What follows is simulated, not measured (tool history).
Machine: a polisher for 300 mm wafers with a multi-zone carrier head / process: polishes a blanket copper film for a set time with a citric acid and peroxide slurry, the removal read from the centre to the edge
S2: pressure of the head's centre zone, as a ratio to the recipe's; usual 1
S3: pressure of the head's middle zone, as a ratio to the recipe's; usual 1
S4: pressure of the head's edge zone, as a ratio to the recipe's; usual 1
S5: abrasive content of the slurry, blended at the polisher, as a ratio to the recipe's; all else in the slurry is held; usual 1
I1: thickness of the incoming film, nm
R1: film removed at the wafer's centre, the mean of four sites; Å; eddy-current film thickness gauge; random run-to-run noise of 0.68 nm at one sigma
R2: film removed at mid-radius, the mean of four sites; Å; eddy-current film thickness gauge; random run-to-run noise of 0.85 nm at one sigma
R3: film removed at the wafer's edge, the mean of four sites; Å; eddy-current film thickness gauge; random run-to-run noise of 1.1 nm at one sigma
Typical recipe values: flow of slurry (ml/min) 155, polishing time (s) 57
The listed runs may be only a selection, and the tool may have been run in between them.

run 1 hour=0 | flow_of_slurry_(ml/min)=155 S2=1 S3=1 S4=1 S5=1 polishing_time_(s)=57 | I1=581.8 | R1=864 R2=908 R3=953
run 2 hour=11.1 | flow_of_slurry_(ml/min)=155 S2=1 S3=1 S4=1 S5=1 polishing_time_(s)=57 | I1=568.8 | R1=846 R2=891 R3=921
-- hour=18.6 worn pad replaced by a new one
run 3 hour=19.7 | flow_of_slurry_(ml/min)=155 S2=1 S3=1 S4=1 S5=1 polishing_time_(s)=57 | I1=566 | R1=891 R2=920 R3=965
run 4 hour=27.4 | flow_of_slurry_(ml/min)=155 S2=1 S3=1 S4=1 S5=1 polishing_time_(s)=57 | I1=577.6 | R1=894 R2=944 R3=966
run 5 hour=43.4 | flow_of_slurry_(ml/min)=155 S2=1 S3=1 S4=1 S5=1 polishing_time_(s)=57 | I1=565.7 | R1=884 R2=918 R3=950
run 6 hour=60.6 | flow_of_slurry_(ml/min)=155 S2=1 S3=1 S4=1 S5=1 polishing_time_(s)=57 | I1=566.7 | R1=851 R2=896 R3=928
-- hour=68.5 carrier head's membrane replaced by a new one
-- hour=70.9 centre zone pressure recalibrated
run 7 hour=72.1 | flow_of_slurry_(ml/min)=155 S2=1 S3=1 S4=1 S5=1 polishing_time_(s)=57 | I1=565 | R1=831 R2=875 R3=905
-- hour=78.7 worn pad replaced by a new one
run 8 hour=88.3 | flow_of_slurry_(ml/min)=155 S2=1 S3=1 S4=1 S5=1 polishing_time_(s)=57 | I1=572.3 | R1=853 R2=900 R3=949
run 9 hour=94.9 | flow_of_slurry_(ml/min)=155 S2=0.93 S3=0.94 S4=1 S5=0.85 polishing_time_(s)=57 | I1=569.8 | R1=802 R2=845 R3=911
-- hour=99.1 edge zone pressure recalibrated
run 10 hour=105.9 | flow_of_slurry_(ml/min)=155 S2=1.08 S3=1 S4=1 S5=1 polishing_time_(s)=57 | I1=562.5 | R1=894 R2=895 R3=928
run 11 hour=123.7 | flow_of_slurry_(ml/min)=185 S2=1 S3=1 S4=1 S5=0.8 polishing_time_(s)=57 | I1=570.8 | R1=822 R2=879 R3=892
-- hour=140.7 worn pad replaced by a new one
run 12 hour=141.2 | flow_of_slurry_(ml/min)=120 S2=1.06 S3=1.08 S4=1 S5=1 polishing_time_(s)=57 | I1=570.2 | R1=831 R2=895 R3=896
-- hour=146.9 slurry nozzle cleaned
run 13 hour=147.3 | flow_of_slurry_(ml/min)=120 S2=1 S3=1 S4=1 S5=1 polishing_time_(s)=57 | I1=567.3 | R1=914 R2=950 R3=977
run 14 hour=157.1 | flow_of_slurry_(ml/min)=155 S2=1 S3=1 S4=1 S5=1 polishing_time_(s)=57 | I1=573.6 | R1=952 R2=978 R3=1002
run 15 hour=189 | flow_of_slurry_(ml/min)=155 S2=1 S3=1.06 S4=1 S5=1 polishing_time_(s)=57 | I1=565.7 | R1=899 R2=997 R3=979
run 16 hour=209.1 | flow_of_slurry_(ml/min)=155 S2=1 S3=0.93 S4=1 S5=1 polishing_time_(s)=50 | I1=566.5 | R1=746 R2=746 R3=817
-- hour=219.1 worn pad replaced by a new one
run 17 hour=224.3 | flow_of_slurry_(ml/min)=155 S2=1 S3=0.93 S4=1 S5=1 polishing_time_(s)=50 | I1=582.9 | R1=831 R2=818 R3=914

What if the next run were any one of these 4? Each begins from the tool's condition after run 17:
run A hour=224.7 | flow_of_slurry_(ml/min)=155 S2=1 S3=1 S4=1 S5=1 polishing_time_(s)=57 | I1=562.2 | R1=? R2=? R3=?
run B hour=224.7 | flow_of_slurry_(ml/min)=125 S2=0.91 S3=1.11 S4=1 S5=1.1 polishing_time_(s)=57 | I1=562.2 | R1=? R2=? R3=?
run C hour=224.7 | flow_of_slurry_(ml/min)=195 S2=1.03 S3=1 S4=0.88 S5=1 polishing_time_(s)=57 | I1=562.2 | R1=? R2=? R3=?
run D hour=224.7 | flow_of_slurry_(ml/min)=155 S2=1 S3=0.95 S4=1 S5=1.15 polishing_time_(s)=57 | I1=562.2 | R1=? R2=? R3=?

run=A R1=941 R2=988 R3=1009
run=B R1=869 R2=1052 R3=1001
run=C R1=996 R2=1023 R3=975
run=D R1=968 R2=978 R3=1040
Stripped of hidden state, with their random variation kept, the same runs would have yielded:
run=A R1=954 R2=1001 R3=1020
run=B R1=884 R2=1068 R3=1013
run=C R1=1009 R2=1034 R3=984
run=D R1=982 R2=991 R3=1050

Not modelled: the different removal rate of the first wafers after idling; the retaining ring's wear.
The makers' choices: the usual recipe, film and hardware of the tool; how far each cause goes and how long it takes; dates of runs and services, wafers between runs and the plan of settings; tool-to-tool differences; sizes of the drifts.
